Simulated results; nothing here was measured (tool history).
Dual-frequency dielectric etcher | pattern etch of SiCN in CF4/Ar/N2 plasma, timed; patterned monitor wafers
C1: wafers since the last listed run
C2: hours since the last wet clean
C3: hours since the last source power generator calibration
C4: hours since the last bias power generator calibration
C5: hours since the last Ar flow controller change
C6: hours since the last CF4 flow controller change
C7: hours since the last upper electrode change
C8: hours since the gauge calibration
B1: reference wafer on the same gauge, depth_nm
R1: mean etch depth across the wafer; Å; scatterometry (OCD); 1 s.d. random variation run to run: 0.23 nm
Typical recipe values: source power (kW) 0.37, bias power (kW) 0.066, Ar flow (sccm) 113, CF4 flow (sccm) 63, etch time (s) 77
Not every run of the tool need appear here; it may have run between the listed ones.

{"run": 1, "hour": 0.0, "source power (kW)": 0.37, "bias power (kW)": 0.052, "Ar flow (sccm)": 113, "CF4 flow (sccm)": 63, "etch time (s)": 77, "C1": 0, "C2": 0.5, "C3": 47.9, "C4": 119.9, "C5": 2968, "C6": 5.9, "C7": 42.5, "C8": 487, "B1": 58.9, "R1": 472}
{"run": 2, "hour": 23.1, "source power (kW)": 0.37, "bias power (kW)": 0.066, "Ar flow (sccm)": 107, "CF4 flow (sccm)": 63, "etch time (s)": 77, "C1": 186, "C2": 23.6, "C3": 71, "C4": 143, "C5": 2991.1, "C6": 29, "C7": 65.6, "C8": 510.1, "B1": 58.9, "R1": 517}
{"run": 3, "hour": 49.1, "source power (kW)": 0.45, "bias power (kW)": 0.079, "Ar flow (sccm)": 128, "CF4 flow (sccm)": 63, "etch time (s)": 61.5, "C1": 209, "C2": 49.6, "C3": 97, "C4": 169, "C5": 3017.1, "C6": 55, "C7": 91.6, "C8": 536.1, "B1": 59, "R1": 487}
{"hour": 84.8, "done": "gauge calibrated"}
{"run": 4, "hour": 90.1, "source power (kW)": 0.37, "bias power (kW)": 0.052, "Ar flow (sccm)": 113, "CF4 flow (sccm)": 63, "etch time (s)": 77, "C1": 330, "C2": 90.6, "C3": 138, "C4": 210, "C5": 3058.1, "C6": 96, "C7": 132.6, "C8": 5.3, "B1": 58.9, "R1": 471}
{"hour": 121.3, "done": "Ar flow controller replaced"}
{"run": 5, "hour": 121.8, "source power (kW)": 0.37, "bias power (kW)": 0.056, "Ar flow (sccm)": 121, "CF4 flow (sccm)": 63, "etch time (s)": 77, "C1": 206, "C2": 122.3, "C3": 169.7, "C4": 241.7, "C5": 0.5, "C6": 127.7, "C7": 164.3, "C8": 37, "B1": 58.8, "R1": 475}
{"run": 6, "hour": 146.4, "source power (kW)": 0.37, "bias power (kW)": 0.066, "Ar flow (sccm)": 113, "CF4 flow (sccm)": 63, "etch time (s)": 77, "C1": 198, "C2": 146.9, "C3": 194.3, "C4": 266.3, "C5": 25.1, "C6": 152.3, "C7": 188.9, "C8": 61.6, "B1": 58.9, "R1": 509}
{"run": 7, "hour": 174.3, "source power (kW)": 0.37, "bias power (kW)": 0.061, "Ar flow (sccm)": 113, "CF4 flow (sccm)": 63, "etch time (s)": 55.5, "C1": 224, "C2": 174.8, "C3": 222.2, "C4": 294.2, "C5": 53, "C6": 180.2, "C7": 216.8, "C8": 89.5, "B1": 58.9, "R1": 356}
{"run": 8, "hour": 186.6, "source power (kW)": 0.37, "bias power (kW)": 0.066, "Ar flow (sccm)": 113, "CF4 flow (sccm)": 63, "etch time (s)": 77, "C1": 99, "C2": 187.1, "C3": 234.5, "C4": 306.5, "C5": 65.3, "C6": 192.5, "C7": 229.1, "C8": 101.8, "B1": 59, "R1": 506}
{"run": 9, "hour": 220.9, "source power (kW)": 0.43, "bias power (kW)": 0.051, "Ar flow (sccm)": 113, "CF4 flow (sccm)": 79, "etch time (s)": 64.5, "C1": 276, "C2": 221.4, "C3": 268.8, "C4": 340.8, "C5": 99.6, "C6": 226.8, "C7": 263.4, "C8": 136.1, "B1": 58.9, "R1": 438}
{"run": 10, "hour": 253.5, "source power (kW)": 0.29, "bias power (kW)": 0.066, "Ar flow (sccm)": 113, "CF4 flow (sccm)": 63, "etch time (s)": 77, "C1": 262, "C2": 254, "C3": 301.4, "C4": 373.4, "C5": 132.2, "C6": 259.4, "C7": 296, "C8": 168.7, "B1": 58.8, "R1": 435}
{"run": 11, "hour": 286.0, "source power (kW)": 0.37, "bias power (kW)": 0.066, "Ar flow (sccm)": 113, "CF4 flow (sccm)": 63, "etch time (s)": 77, "C1": 261, "C2": 286.5, "C3": 333.9, "C4": 405.9, "C5": 164.7, "C6": 291.9, "C7": 328.5, "C8": 201.2, "B1": 58.8, "R1": 505}
{"run": 12, "hour": 309.4, "source power (kW)": 0.37, "bias power (kW)": 0.066, "Ar flow (sccm)": 113, "CF4 flow (sccm)": 63, "etch time (s)": 56, "C1": 188, "C2": 309.9, "C3": 357.3, "C4": 429.3, "C5": 188.1, "C6": 315.3, "C7": 351.9, "C8": 224.6, "B1": 58.9, "R1": 367}
{"run": 13, "hour": 326.3, "source power (kW)": 0.37, "bias power (kW)": 0.066, "Ar flow (sccm)": 113, "CF4 flow (sccm)": 63, "etch time (s)": 77, "C1": 136, "C2": 326.8, "C3": 374.2, "C4": 446.2, "C5": 205, "C6": 332.2, "C7": 368.8, "C8": 241.5, "B1": 59, "R1": 503}
{"run": 14, "hour": 356.3, "source power (kW)": 0.37, "bias power (kW)": 0.066, "Ar flow (sccm)": 113, "CF4 flow (sccm)": 63, "etch time (s)": 77, "C1": 241, "C2": 356.8, "C3": 404.2, "C4": 476.2, "C5": 235, "C6": 362.2, "C7": 398.8, "C8": 271.5, "B1": 58.8, "R1": 503}
{"run": 15, "hour": 372.1, "source power (kW)": 0.31, "bias power (kW)": 0.062, "Ar flow (sccm)": 102, "CF4 flow (sccm)": 63, "etch time (s)": 63, "C1": 127, "C2": 372.6, "C3": 420, "C4": 492, "C5": 250.8, "C6": 378, "C7": 414.6, "C8": 287.3, "B1": 58.8, "R1": 368}
{"run": 16, "hour": 386.5, "source power (kW)": 0.37, "bias power (kW)": 0.066, "Ar flow (sccm)": 113, "CF4 flow (sccm)": 53, "etch time (s)": 77, "C1": 115, "C2": 387, "C3": 434.4, "C4": 506.4, "C5": 265.2, "C6": 392.4, "C7": 429, "C8": 301.7, "B1": 58.9, "R1": 493}
{"run": 17, "hour": 405.2, "source power (kW)": 0.28, "bias power (kW)": 0.066, "Ar flow (sccm)": 105, "CF4 flow (sccm)": 63, "etch time (s)": 77, "C1": 150, "C2": 405.7, "C3": 453.1, "C4": 525.1, "C5": 283.9, "C6": 411.1, "C7": 447.7, "C8": 320.4, "B1": 58.9, "R1": 433}
{"run": 18, "hour": 429.7, "source power (kW)": 0.34, "bias power (kW)": 0.066, "Ar flow (sccm)": 88, "CF4 flow (sccm)": 63, "etch time (s)": 86, "C1": 197, "C2": 430.2, "C3": 477.6, "C4": 549.6, "C5": 308.4, "C6": 435.6, "C7": 472.2, "C8": 344.9, "B1": 59, "R1": 556}
{"run": 19, "hour": 450.5, "source power (kW)": 0.37, "bias power (kW)": 0.066, "Ar flow (sccm)": 113, "CF4 flow (sccm)": 63, "etch time (s)": 77, "C1": 167, "C2": 451, "C3": 498.4, "C4": 570.4, "C5": 329.2, "C6": 456.4, "C7": 493, "C8": 365.7, "B1": 58.8, "R1": 504}
{"run": 20, "hour": 464.3, "source power (kW)": 0.37, "bias power (kW)": 0.055, "Ar flow (sccm)": 98, "CF4 flow (sccm)": 63, "etch time (s)": 77, "C1": 111, "C2": 464.8, "C3": 512.2, "C4": 584.2, "C5": 343, "C6": 470.2, "C7": 506.8, "C8": 379.5, "B1": 59, "R1": 481}
{"hour": 511.5, "done": "wet clean of the chamber"}
{"run": 21, "hour": 512.0, "source power (kW)": 0.34, "bias power (kW)": 0.052, "Ar flow (sccm)": 113, "CF4 flow (sccm)": 57, "etch time (s)": 66, "C1": 190, "C2": 0.5, "C3": 559.9, "C4": 631.9, "C5": 390.7, "C6": 517.9, "C7": 554.5, "C8": 427.2, "B1": 59.1, "R1": 375}
{"run": 22, "hour": 512.4, "source power (kW)": 0.37, "bias power (kW)": 0.066, "Ar flow (sccm)": 113, "CF4 flow (sccm)": 54, "etch time (s)": 94.5, "C1": 3, "C2": 0.9, "C3": 560.3, "C4": 632.3, "C5": 391.1, "C6": 518.3, "C7": 554.9, "C8": 427.6, "B1": 59, "R1": 614}

Below are 3 alternative next runs, each starting from the tool's condition after run 22. Predict each:
{"run": "A", "hour": 512.8, "source power (kW)": 0.37, "bias power (kW)": 0.066, "Ar flow (sccm)": 113, "CF4 flow (sccm)": 63, "etch time (s)": 77, "C1": 3, "C2": 1.3, "C3": 560.7, "C4": 632.7, "C5": 391.5, "C6": 518.7, "C7": 555.3, "C8": 428, "B1": "?", "R1": "?"}
{"run": "B", "hour": 512.8, "source power (kW)": 0.43, "bias power (kW)": 0.066, "Ar flow (sccm)": 113, "CF4 flow (sccm)": 54, "etch time (s)": 89, "C1": 3, "C2": 1.3, "C3": 560.7, "C4": 632.7, "C5": 391.5, "C6": 518.7, "C7": 555.3, "C8": 428, "B1": "?", "R1": "?"}
{"run": "C", "hour": 512.8, "source power (kW)": 0.45, "bias power (kW)": 0.066, "Ar flow (sccm)": 113, "CF4 flow (sccm)": 48, "etch time (s)": 96.5, "C1": 3, "C2": 1.3, "C3": 560.7, "C4": 632.7, "C5": 391.5, "C6": 518.7, "C7": 555.3, "C8": 428, "B1": "?", "R1": "?"}

run=A B1=58.9 R1=513
run=B B1=58.9 R1=638
run=C B1=58.9 R1=701
Take away the tool's hidden state, keep each run's random variation, and the runs would have read:
run=A R1=512
run=B R1=638
run=C R1=701
